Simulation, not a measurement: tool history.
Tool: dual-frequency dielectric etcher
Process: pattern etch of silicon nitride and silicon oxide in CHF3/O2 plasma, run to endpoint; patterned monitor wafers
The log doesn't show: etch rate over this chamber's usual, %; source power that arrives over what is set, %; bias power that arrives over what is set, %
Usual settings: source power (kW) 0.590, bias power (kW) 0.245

run,day,source power (kW),bias power (kW),wafers since the last listed run,hours since the last wet clean,hours since the last source power generator calibration,hours since the last bias power generator calibration,hours since the last upper electrode change,"incoming incoming film thickness, nm",endpoint time (s)
1,0.000,0.590,0.245,0,385.0,3139.6,2005.0,2631.0,176.5,99.8
2,0.354,0.590,0.245,80,393.5,3148.1,2013.5,2639.5,172.5,97.7
# day 0.708: bias power generator calibrated
# day 1.721: wet clean of the chamber
3,1.742,0.590,0.245,50,0.5,3181.4,24.8,2672.8,173.3,102.0
4,1.758,0.590,0.245,3,0.9,3181.8,25.2,2673.2,174.9,102.3
5,2.175,0.590,0.245,95,10.9,3191.8,35.2,2683.2,174.4,101.4
6,2.821,0.590,0.245,147,26.4,3207.3,50.7,2698.7,173.6,100.1
7,4.642,0.590,0.245,416,70.1,3251.0,94.4,2742.4,174.9,101.9
# day 4.900: source power generator calibrated
8,5.367,0.590,0.245,127,87.5,11.2,111.8,2759.8,175.6,100.7
9,5.721,0.590,0.245,80,96.0,19.7,120.3,2768.3,174.8,101.2
10,6.138,0.590,0.283,95,106.0,29.7,130.3,2778.3,175.3,98.2
11,6.725,0.590,0.245,134,120.1,43.8,144.4,2792.4,175.8,102.9
12,7.367,0.590,0.245,146,135.5,59.2,159.8,2807.8,174.7,100.0
13,8.029,0.590,0.218,151,151.4,75.1,175.7,2823.7,172.6,100.3
14,8.525,0.640,0.289,113,163.3,87.0,187.6,2835.6,176.4,95.0
15,8.946,0.680,0.190,96,173.4,97.1,197.7,2845.7,173.6,99.3
16,9.296,0.490,0.245,80,181.8,105.5,206.1,2854.1,175.0,108.0
# day 10.554: upper electrode replaced, of another model than before
17,10.575,0.590,0.245,63,212.5,136.2,236.8,0.5,175.8,99.8
18,10.588,0.540,0.280,2,212.8,136.5,237.1,0.8,176.5,101.9
19,10.604,0.590,0.213,3,213.2,136.9,237.5,1.2,174.8,101.9
20,10.621,0.590,0.245,3,213.6,137.3,237.9,1.6,175.2,99.4
21,10.954,0.720,0.279,76,221.6,145.3,245.9,9.6,173.5,93.9
22,12.317,0.460,0.193,311,254.3,178.0,278.6,42.3,175.3,107.7
23,13.046,0.490,0.275,166,271.8,195.5,296.1,59.8,175.9,102.3
24,13.617,0.690,0.191,130,285.5,209.2,309.8,73.5,173.3,97.8
25,14.150,0.590,0.204,121,298.3,222.0,322.6,86.3,174.9,102.0
26,14.558,0.680,0.188,93,308.1,231.8,332.4,96.1,174.7,99.3
27,15.246,0.720,0.219,157,324.6,248.3,348.9,112.6,175.7,96.5
28,15.600,0.730,0.305,80,333.1,256.8,357.4,121.1,174.7,91.0
29,16.250,0.590,0.245,148,348.7,272.4,373.0,136.7,175.3,99.4
# day 17.304: wet clean of the chamber
30,17.325,0.590,0.217,17,0.5,298.2,398.8,162.5,175.0,103.2
31,17.342,0.640,0.211,3,0.9,298.6,399.2,162.9,172.6,100.6
32,17.429,0.590,0.245,20,3.0,300.7,401.3,165.0,175.7,102.8
33,18.058,0.590,0.245,143,18.1,315.8,416.4,180.1,175.9,102.1
34,19.525,0.730,0.200,335,53.3,351.0,451.6,215.3,175.0,98.2
35,20.075,0.460,0.295,125,66.5,364.2,464.8,228.5,173.5,101.9

Hidden state at the last listed run before each entry between runs and at the first one after, where it differs:
Between runs 2 and 3: bias power generator calibrated (day 0.708); wet clean of the chamber (day 1.721)
  etch rate over this chamber's usual, %: 3.23 -> 0.11
  measured less the result without the state, endpoint time (s): -3.1 -> -0.1
Between runs 7 and 8: source power generator calibrated (day 4.900)
  etch rate over this chamber's usual, %: 0.62 -> 0.747
  measured less the result without the state, endpoint time (s): -0.6 -> -0.8
Between runs 16 and 17: upper electrode replaced, of another model than before (day 10.554)
  etch rate over this chamber's usual, %: 1.44 -> 1.66
  measured less the result without the state, endpoint time (s): -1.5 -> -1.6
Between runs 29 and 30: wet clean of the chamber (day 17.304)
  etch rate over this chamber's usual, %: 2.66 -> 0.199
  measured less the result without the state, endpoint time (s): -2.6 -> -0.2
